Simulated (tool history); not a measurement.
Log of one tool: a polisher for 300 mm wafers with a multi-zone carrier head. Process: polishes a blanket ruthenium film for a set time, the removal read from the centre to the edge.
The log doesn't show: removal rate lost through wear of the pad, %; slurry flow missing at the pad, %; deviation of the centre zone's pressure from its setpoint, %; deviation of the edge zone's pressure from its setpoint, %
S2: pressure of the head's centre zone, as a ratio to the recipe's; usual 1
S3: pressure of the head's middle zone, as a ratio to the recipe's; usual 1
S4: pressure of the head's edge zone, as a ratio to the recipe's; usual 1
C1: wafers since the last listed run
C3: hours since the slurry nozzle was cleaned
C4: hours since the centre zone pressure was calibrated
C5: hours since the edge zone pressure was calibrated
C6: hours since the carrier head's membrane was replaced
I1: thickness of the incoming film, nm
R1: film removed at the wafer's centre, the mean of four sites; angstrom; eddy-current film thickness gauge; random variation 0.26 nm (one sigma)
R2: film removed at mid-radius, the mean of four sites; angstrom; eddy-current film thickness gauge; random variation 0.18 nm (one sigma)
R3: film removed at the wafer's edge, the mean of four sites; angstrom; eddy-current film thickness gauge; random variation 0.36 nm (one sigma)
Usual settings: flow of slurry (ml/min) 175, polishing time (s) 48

{"run": 1, "hour": 0.0, "flow of slurry (ml/min)": 175, "S2": 0.96, "S3": 1, "S4": 1, "polishing time (s)": 59, "C1": 0, "wafers polished on this pad": 8386, "C3": 738.4, "C4": 357.1, "C5": 198.8, "C6": 596.7, "I1": 526.2, "R1": 316, "R2": 331, "R3": 327}
{"run": 2, "hour": 42.2, "flow of slurry (ml/min)": 230, "S2": 1.05, "S3": 1, "S4": 1, "polishing time (s)": 35, "C1": 616, "wafers polished on this pad": 9003, "C3": 780.6, "C4": 399.3, "C5": 241, "C6": 638.9, "I1": 520.7, "R1": 215, "R2": 202, "R3": 204}
{"run": 3, "hour": 93.0, "flow of slurry (ml/min)": 175, "S2": 0.91, "S3": 1.11, "S4": 1.08, "polishing time (s)": 48, "C1": 742, "wafers polished on this pad": 9745, "C3": 831.4, "C4": 450.1, "C5": 291.8, "C6": 689.7, "I1": 529.4, "R1": 242, "R2": 290, "R3": 282}
{"hour": 107.3, "done": "carrier head's membrane replaced by a new one"}
{"hour": 129.3, "done": "slurry nozzle cleaned"}
{"run": 4, "hour": 147.2, "flow of slurry (ml/min)": 175, "S2": 1.06, "S3": 1, "S4": 1, "polishing time (s)": 48, "C1": 704, "wafers polished on this pad": 10450, "C3": 17.9, "C4": 504.3, "C5": 346, "C6": 39.9, "I1": 528.4, "R1": 289, "R2": 273, "R3": 274}
{"run": 5, "hour": 203.8, "flow of slurry (ml/min)": 120, "S2": 1, "S3": 1, "S4": 1, "polishing time (s)": 48, "C1": 827, "wafers polished on this pad": 11277, "C3": 74.5, "C4": 560.9, "C5": 402.6, "C6": 96.5, "I1": 531.9, "R1": 246, "R2": 246, "R3": 253}
{"hour": 255.6, "done": "worn pad replaced by a new one"}
{"run": 6, "hour": 290.1, "flow of slurry (ml/min)": 175, "S2": 1, "S3": 0.9, "S4": 1, "polishing time (s)": 48, "C1": 1202, "wafers polished on this pad": 504, "C3": 160.8, "C4": 647.2, "C5": 488.9, "C6": 182.8, "I1": 531.3, "R1": 270, "R2": 253, "R3": 273}
{"hour": 322.1, "done": "centre zone pressure recalibrated"}
{"run": 7, "hour": 373.9, "flow of slurry (ml/min)": 175, "S2": 1, "S3": 1, "S4": 1, "polishing time (s)": 48, "C1": 1195, "wafers polished on this pad": 1700, "C3": 244.6, "C4": 51.8, "C5": 572.7, "C6": 266.6, "I1": 533.7, "R1": 265, "R2": 271, "R3": 269}
{"run": 8, "hour": 434.2, "flow of slurry (ml/min)": 175, "S2": 1, "S3": 1.08, "S4": 1, "polishing time (s)": 48, "C1": 881, "wafers polished on this pad": 2581, "C3": 304.9, "C4": 112.1, "C5": 633, "C6": 326.9, "I1": 535, "R1": 269, "R2": 279, "R3": 265}
{"run": 9, "hour": 541.2, "flow of slurry (ml/min)": 175, "S2": 1, "S3": 1, "S4": 1.06, "polishing time (s)": 48, "C1": 1564, "wafers polished on this pad": 4145, "C3": 411.9, "C4": 219.1, "C5": 740, "C6": 433.9, "I1": 533.3, "R1": 268, "R2": 266, "R3": 277}
{"hour": 595.4, "done": "edge zone pressure recalibrated"}
{"run": 10, "hour": 643.3, "flow of slurry (ml/min)": 135, "S2": 1, "S3": 0.89, "S4": 0.93, "polishing time (s)": 36, "C1": 1463, "wafers polished on this pad": 5608, "C3": 514, "C4": 321.2, "C5": 47.9, "C6": 536, "I1": 532.4, "R1": 188, "R2": 177, "R3": 189}
{"run": 11, "hour": 744.8, "flow of slurry (ml/min)": 175, "S2": 0.91, "S3": 1.11, "S4": 1.08, "polishing time (s)": 48, "C1": 1483, "wafers polished on this pad": 7092, "C3": 615.5, "C4": 422.7, "C5": 149.4, "C6": 637.5, "I1": 532.1, "R1": 247, "R2": 286, "R3": 271}
{"hour": 780.7, "done": "slurry nozzle cleaned"}
{"run": 12, "hour": 846.4, "flow of slurry (ml/min)": 175, "S2": 1, "S3": 1, "S4": 1, "polishing time (s)": 48, "C1": 1470, "wafers polished on this pad": 8563, "C3": 65.7, "C4": 524.3, "C5": 251, "C6": 739.1, "I1": 524.5, "R1": 274, "R2": 266, "R3": 268}
{"hour": 882.8, "done": "carrier head's membrane replaced by a new one"}
{"hour": 955.3, "done": "worn pad replaced by a new one"}
{"hour": 1037.3, "done": "centre zone pressure recalibrated"}
{"run": 13, "hour": 1059.9, "flow of slurry (ml/min)": 120, "S2": 1, "S3": 1, "S4": 0.91, "polishing time (s)": 48, "C1": 2959, "wafers polished on this pad": 1499, "C3": 279.2, "C4": 22.6, "C5": 464.5, "C6": 177.1, "I1": 531, "R1": 245, "R2": 246, "R3": 240}
{"run": 14, "hour": 1167.5, "flow of slurry (ml/min)": 225, "S2": 0.93, "S3": 1.09, "S4": 1, "polishing time (s)": 31, "C1": 1572, "wafers polished on this pad": 3072, "C3": 386.8, "C4": 130.2, "C5": 572.1, "C6": 284.7, "I1": 539.9, "R1": 170, "R2": 192, "R3": 177}
{"run": 15, "hour": 1266.6, "flow of slurry (ml/min)": 135, "S2": 1, "S3": 1, "S4": 1, "polishing time (s)": 48, "C1": 1448, "wafers polished on this pad": 4520, "C3": 485.9, "C4": 229.3, "C5": 671.2, "C6": 383.8, "I1": 538.5, "R1": 252, "R2": 253, "R3": 255}
{"hour": 1271.3, "done": "edge zone pressure recalibrated"}
{"run": 16, "hour": 1373.2, "flow of slurry (ml/min)": 175, "S2": 1, "S3": 1, "S4": 1.07, "polishing time (s)": 48, "C1": 1528, "wafers polished on this pad": 6049, "C3": 592.5, "C4": 335.9, "C5": 101.9, "C6": 490.4, "I1": 529.2, "R1": 269, "R2": 268, "R3": 274}
{"run": 17, "hour": 1439.3, "flow of slurry (ml/min)": 195, "S2": 1, "S3": 1, "S4": 1, "polishing time (s)": 48, "C1": 966, "wafers polished on this pad": 7016, "C3": 658.6, "C4": 402, "C5": 168, "C6": 556.5, "I1": 534.5, "R1": 269, "R2": 272, "R3": 272}
{"run": 18, "hour": 1482.5, "flow of slurry (ml/min)": 210, "S2": 1, "S3": 0.91, "S4": 1.09, "polishing time (s)": 58, "C1": 631, "wafers polished on this pad": 7647, "C3": 701.8, "C4": 445.2, "C5": 211.2, "C6": 599.7, "I1": 531, "R1": 335, "R2": 315, "R3": 343}
{"hour": 1539.2, "done": "carrier head's membrane replaced by a new one"}
{"run": 19, "hour": 1539.7, "flow of slurry (ml/min)": 120, "S2": 1, "S3": 1, "S4": 1, "polishing time (s)": 63, "C1": 763, "wafers polished on this pad": 8410, "C3": 759, "C4": 502.4, "C5": 268.4, "C6": 0.5, "I1": 533.7, "R1": 316, "R2": 322, "R3": 332}
{"hour": 1556.7, "done": "slurry nozzle cleaned"}
{"run": 20, "hour": 1639.7, "flow of slurry (ml/min)": 175, "S2": 1, "S3": 1, "S4": 0.9, "polishing time (s)": 48, "C1": 1447, "wafers polished on this pad": 9857, "C3": 83, "C4": 602.4, "C5": 368.4, "C6": 100.5, "I1": 533.9, "R1": 270, "R2": 265, "R3": 262}
{"run": 21, "hour": 1703.2, "flow of slurry (ml/min)": 175, "S2": 1, "S3": 1, "S4": 1, "polishing time (s)": 48, "C1": 928, "wafers polished on this pad": 10785, "C3": 146.5, "C4": 665.9, "C5": 431.9, "C6": 164, "I1": 531.2, "R1": 266, "R2": 266, "R3": 269}
{"run": 22, "hour": 1741.3, "flow of slurry (ml/min)": 175, "S2": 1.03, "S3": 0.94, "S4": 0.92, "polishing time (s)": 48, "C1": 556, "wafers polished on this pad": 11342, "C3": 184.6, "C4": 704, "C5": 470, "C6": 202.1, "I1": 531.5, "R1": 274, "R2": 253, "R3": 261}
{"hour": 1793.0, "done": "centre zone pressure recalibrated"}
{"hour": 1809.9, "done": "worn pad replaced by a new one"}
{"run": 23, "hour": 1834.3, "flow of slurry (ml/min)": 235, "S2": 1, "S3": 1.11, "S4": 1, "polishing time (s)": 48, "C1": 1271, "wafers polished on this pad": 356, "C3": 277.6, "C4": 41.3, "C5": 563, "C6": 295.1, "I1": 528.2, "R1": 288, "R2": 300, "R3": 278}

Forecast each of these 3 alternatives for the next run:
{"run": "A", "hour": 1834.7, "flow of slurry (ml/min)": 175, "S2": 1, "S3": 1, "S4": 1, "polishing time (s)": 48, "C1": 5, "wafers polished on this pad": 362, "C3": 278, "C4": 41.7, "C5": 563.4, "C6": 295.5, "I1": 525.6, "R1": "?", "R2": "?", "R3": "?"}
{"run": "B", "hour": 1834.7, "flow of slurry (ml/min)": 115, "S2": 1, "S3": 1, "S4": 0.96, "polishing time (s)": 48, "C1": 5, "wafers polished on this pad": 362, "C3": 278, "C4": 41.7, "C5": 563.4, "C6": 295.5, "I1": 525.6, "R1": "?", "R2": "?", "R3": "?"}
{"run": "C", "hour": 1834.7, "flow of slurry (ml/min)": 215, "S2": 1, "S3": 0.92, "S4": 1.06, "polishing time (s)": 41, "C1": 5, "wafers polished on this pad": 362, "C3": 278, "C4": 41.7, "C5": 563.4, "C6": 295.5, "I1": 525.6, "R1": "?", "R2": "?", "R3": "?"}

run=A R1=271 R2=264 R3=273
run=B R1=242 R2=240 R3=250
run=C R1=240 R2=221 R3=245
Without the tool's hidden state the same runs would have given:
run=A R1=271 R2=264 R3=273
run=B R1=242 R2=240 R3=250
run=C R1=240 R2=221 R3=245

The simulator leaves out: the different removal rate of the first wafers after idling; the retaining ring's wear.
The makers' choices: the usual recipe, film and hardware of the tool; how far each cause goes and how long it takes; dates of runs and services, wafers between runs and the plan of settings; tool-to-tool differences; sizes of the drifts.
